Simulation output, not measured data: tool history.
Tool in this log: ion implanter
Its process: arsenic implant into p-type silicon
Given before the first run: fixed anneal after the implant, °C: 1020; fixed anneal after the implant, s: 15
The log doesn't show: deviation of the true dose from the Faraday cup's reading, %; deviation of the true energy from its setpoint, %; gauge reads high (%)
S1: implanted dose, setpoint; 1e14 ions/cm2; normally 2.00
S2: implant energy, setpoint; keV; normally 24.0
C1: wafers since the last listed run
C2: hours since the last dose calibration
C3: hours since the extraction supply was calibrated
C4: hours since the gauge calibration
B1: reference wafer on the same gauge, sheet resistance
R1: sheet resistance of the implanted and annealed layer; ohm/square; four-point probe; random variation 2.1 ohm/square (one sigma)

run	hour	S1	S2	C1	C2	C3	C4	B1	R1
1	0.0	1.82	24.0	0	325.4	2173.1	694.6	383.94	398.40
2	54.0	1.82	24.0	779	379.4	2227.1	748.6	383.86	397.91
3	105.3	1.82	24.0	740	430.7	2278.4	799.9	384.32	401.08
4	132.8	2.00	24.0	396	458.2	2305.9	827.4	384.03	374.30
5	283.6	2.00	24.0	2176	609.0	2456.7	978.2	383.23	371.95
6	309.2	2.37	24.0	369	634.6	2482.3	1003.8	383.80	326.84
7	344.5	2.37	24.0	509	669.9	2517.6	1039.1	383.60	324.24
8	379.3	2.37	24.0	502	704.7	2552.4	1073.9	383.60	324.85
9	432.5	2.18	17.5	767	757.9	2605.6	1127.1	384.00	360.49
10	501.4	2.18	17.5	994	826.8	2674.5	1196.0	384.62	358.89
# hour 556.7: gauge calibrated
11	569.3	2.18	17.5	979	894.7	2742.4	12.6	383.14	356.26
12	602.5	2.00	24.0	479	927.9	2775.6	45.8	383.47	366.05
13	635.0	2.00	24.0	468	960.4	2808.1	78.3	383.38	367.43
14	695.3	2.00	24.0	870	1020.7	2868.4	138.6	383.86	366.05
15	722.8	2.00	27.5	396	1048.2	2895.9	166.1	383.16	357.28
# hour 759.3: extraction supply calibrated
16	777.3	1.51	20.0	670	1102.7	18.0	220.6	383.39	467.87
17	815.8	1.64	16.0	555	1141.2	56.5	259.1	384.35	446.67
18	842.5	2.00	24.0	385	1167.9	83.2	285.8	383.57	362.91
19	898.3	2.32	18.5	805	1223.7	139.0	341.6	382.86	339.17
20	965.9	1.76	21.5	975	1291.3	206.6	409.2	384.32	403.46
21	1013.2	1.66	29.5	682	1338.6	253.9	456.5	384.29	407.77
22	1054.4	2.39	24.0	594	1379.8	295.1	497.7	383.76	320.13
# hour 1105.3: Faraday cup replaced and dose calibrated
23	1114.5	2.28	31.0	751	9.2	355.2	557.8	383.60	329.17
24	1171.5	2.00	31.5	822	66.2	412.2	614.8	384.09	361.57
25	1200.3	2.00	24.0	415	95.0	441.0	643.6	383.92	376.58
26	1258.6	1.51	20.0	841	153.3	499.3	701.9	383.98	473.72
27	1407.9	2.37	24.0	2154	302.6	648.6	851.2	383.77	333.71
28	1463.4	2.00	15.5	800	358.1	704.1	906.7	384.50	392.96

Consider 5 possible next runs. They are alternatives, not a sequence: every one starts from the tool as it was left by run 28. What does each give?
A	1463.8	2.00	24.0	5	358.5	704.5	907.1	?	?
B	1463.8	2.00	27.0	5	358.5	704.5	907.1	?	?
C	1463.8	1.73	24.0	5	358.5	704.5	907.1	?	?
D	1463.8	2.46	24.0	5	358.5	704.5	907.1	?	?
E	1463.8	1.48	21.0	5	358.5	704.5	907.1	?	?

run	B1	R1
A	384.22	373.44
B	384.22	367.07
C	384.22	415.60
D	384.22	320.06
E	384.22	475.44
Had the tool no hidden state, the same runs would have come out as:
run	R1
A	377.04
B	370.59
C	419.56
D	323.18
E	479.96
